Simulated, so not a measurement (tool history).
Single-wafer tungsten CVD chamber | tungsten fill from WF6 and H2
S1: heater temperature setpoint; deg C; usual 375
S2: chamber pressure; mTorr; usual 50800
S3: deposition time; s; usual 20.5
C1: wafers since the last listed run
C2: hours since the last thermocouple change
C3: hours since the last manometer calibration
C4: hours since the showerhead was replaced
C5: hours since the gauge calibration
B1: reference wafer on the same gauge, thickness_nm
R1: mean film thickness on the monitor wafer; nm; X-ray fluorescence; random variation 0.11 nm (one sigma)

{"run": 1, "day": 0.0, "S1": 375, "S2": 50800, "S3": 20.5, "C1": 0, "C2": 769.7, "C3": 396.4, "C4": 2952.5, "C5": 442.2, "B1": 47.116, "R1": 43.801}
{"day": 1.658, "done": "thermocouple changed; heater temperature recalibrated"}
{"run": 2, "day": 3.225, "S1": 375, "S2": 50800, "S3": 20.5, "C1": 3066, "C2": 37.6, "C3": 473.8, "C4": 3029.9, "C5": 519.6, "B1": 47.167, "R1": 44.272}
{"run": 3, "day": 6.571, "S1": 375, "S2": 50800, "S3": 20.5, "C1": 3548, "C2": 117.9, "C3": 554.1, "C4": 3110.2, "C5": 599.9, "B1": 47.223, "R1": 44.292}
{"run": 4, "day": 10.562, "S1": 375, "S2": 50800, "S3": 20.5, "C1": 4233, "C2": 213.7, "C3": 649.9, "C4": 3206.0, "C5": 695.7, "B1": 47.275, "R1": 44.251}
{"run": 5, "day": 12.096, "S1": 375, "S2": 50800, "S3": 20.5, "C1": 1626, "C2": 250.5, "C3": 686.7, "C4": 3242.8, "C5": 732.5, "B1": 47.372, "R1": 44.043}
{"run": 6, "day": 14.133, "S1": 375, "S2": 57700, "S3": 22.7, "C1": 2160, "C2": 299.4, "C3": 735.6, "C4": 3291.7, "C5": 781.4, "B1": 47.337, "R1": 51.695}
{"run": 7, "day": 18.621, "S1": 375, "S2": 57700, "S3": 22.7, "C1": 4759, "C2": 407.1, "C3": 843.3, "C4": 3399.4, "C5": 889.1, "B1": 47.567, "R1": 51.438}
{"run": 8, "day": 20.471, "S1": 375, "S2": 50800, "S3": 20.5, "C1": 1961, "C2": 451.5, "C3": 887.7, "C4": 3443.8, "C5": 933.5, "B1": 47.542, "R1": 44.427}
{"day": 20.979, "done": "showerhead replaced"}
{"run": 9, "day": 22.642, "S1": 375, "S2": 50800, "S3": 23.6, "C1": 1948, "C2": 503.6, "C3": 939.8, "C4": 39.9, "C5": 985.6, "B1": 47.581, "R1": 51.069}
{"day": 24.417, "done": "capacitance manometer re-zeroed and calibrated"}
{"run": 10, "day": 24.438, "S1": 375, "S2": 50800, "S3": 23.6, "C1": 1550, "C2": 546.7, "C3": 0.5, "C4": 83.0, "C5": 1028.7, "B1": 47.597, "R1": 51.263}
{"run": 11, "day": 26.558, "S1": 375, "S2": 50800, "S3": 20.5, "C1": 2249, "C2": 597.6, "C3": 51.4, "C4": 133.9, "C5": 1079.6, "B1": 47.639, "R1": 44.415}
{"run": 12, "day": 29.467, "S1": 386, "S2": 60400, "S3": 18.4, "C1": 3084, "C2": 667.4, "C3": 121.2, "C4": 203.7, "C5": 1149.4, "B1": 47.641, "R1": 54.902}
{"run": 13, "day": 31.817, "S1": 375, "S2": 45100, "S3": 23.8, "C1": 2492, "C2": 723.8, "C3": 177.6, "C4": 260.1, "C5": 1205.8, "B1": 47.659, "R1": 49.517}
{"day": 33.129, "done": "gauge calibrated"}
{"run": 14, "day": 33.454, "S1": 384, "S2": 45400, "S3": 20.5, "C1": 1736, "C2": 763.1, "C3": 216.9, "C4": 299.4, "C5": 7.8, "B1": 46.726, "R1": 51.18}
{"run": 15, "day": 37.088, "S1": 375, "S2": 50800, "S3": 19.4, "C1": 3853, "C2": 850.3, "C3": 304.1, "C4": 386.6, "C5": 95.0, "B1": 46.796, "R1": 41.349}
{"day": 38.804, "done": "thermocouple changed; heater temperature recalibrated"}
{"run": 16, "day": 38.825, "S1": 381, "S2": 60200, "S3": 22.9, "C1": 1489, "C2": 0.5, "C3": 345.8, "C4": 428.3, "C5": 136.7, "B1": 46.84, "R1": 60.285}
{"run": 17, "day": 40.85, "S1": 375, "S2": 50800, "S3": 20.5, "C1": 2147, "C2": 49.1, "C3": 394.4, "C4": 476.9, "C5": 185.3, "B1": 46.952, "R1": 43.524}
{"run": 18, "day": 44.975, "S1": 375, "S2": 50800, "S3": 23.6, "C1": 4374, "C2": 148.1, "C3": 493.4, "C4": 575.9, "C5": 284.3, "B1": 46.957, "R1": 50.628}
{"run": 19, "day": 46.667, "S1": 389, "S2": 50800, "S3": 20.5, "C1": 1794, "C2": 188.7, "C3": 534.0, "C4": 616.5, "C5": 324.9, "B1": 47.06, "R1": 60.41}
{"run": 20, "day": 48.667, "S1": 375, "S2": 50800, "S3": 20.5, "C1": 2121, "C2": 236.7, "C3": 582.0, "C4": 664.5, "C5": 372.9, "B1": 47.016, "R1": 43.976}
{"run": 21, "day": 51.312, "S1": 375, "S2": 61900, "S3": 24.0, "C1": 2805, "C2": 300.2, "C3": 645.5, "C4": 728.0, "C5": 436.4, "B1": 47.133, "R1": 55.519}

Hidden state or all else? Some run-to-run changes of R1, split into what the settings, what came in and random variation would give without the hidden state, and what is left for the hidden state (with any gauge scatter that isn't in both results):
The hidden state here: wafer temperature above the value expected at the setpoint (K); true pressure above the setpoint (%); gauge reads high (%).
Run 11 -> 12: S1 375 -> 386, S2 50800 -> 60400, S3 20.5 -> 18.4. R1 +10.487 nm: hidden state +0.245, all else +10.242.
Run 13 -> 14: S1 375 -> 384, S2 45100 -> 45400, S3 23.8 -> 20.5, gauge calibrated. R1 +1.663 nm: hidden state -1.008, all else +2.671.
Run 15 -> 16: S1 375 -> 381, S2 50800 -> 60200, S3 19.4 -> 22.9, thermocouple changed; heater temperature recalibrated. R1 +18.936 nm: hidden state +0.054, all else +18.882.
Run 16 -> 17: S1 381 -> 375, S2 60200 -> 50800, S3 22.9 -> 20.5. R1 -16.761 nm: hidden state +0.014, all else -16.775.

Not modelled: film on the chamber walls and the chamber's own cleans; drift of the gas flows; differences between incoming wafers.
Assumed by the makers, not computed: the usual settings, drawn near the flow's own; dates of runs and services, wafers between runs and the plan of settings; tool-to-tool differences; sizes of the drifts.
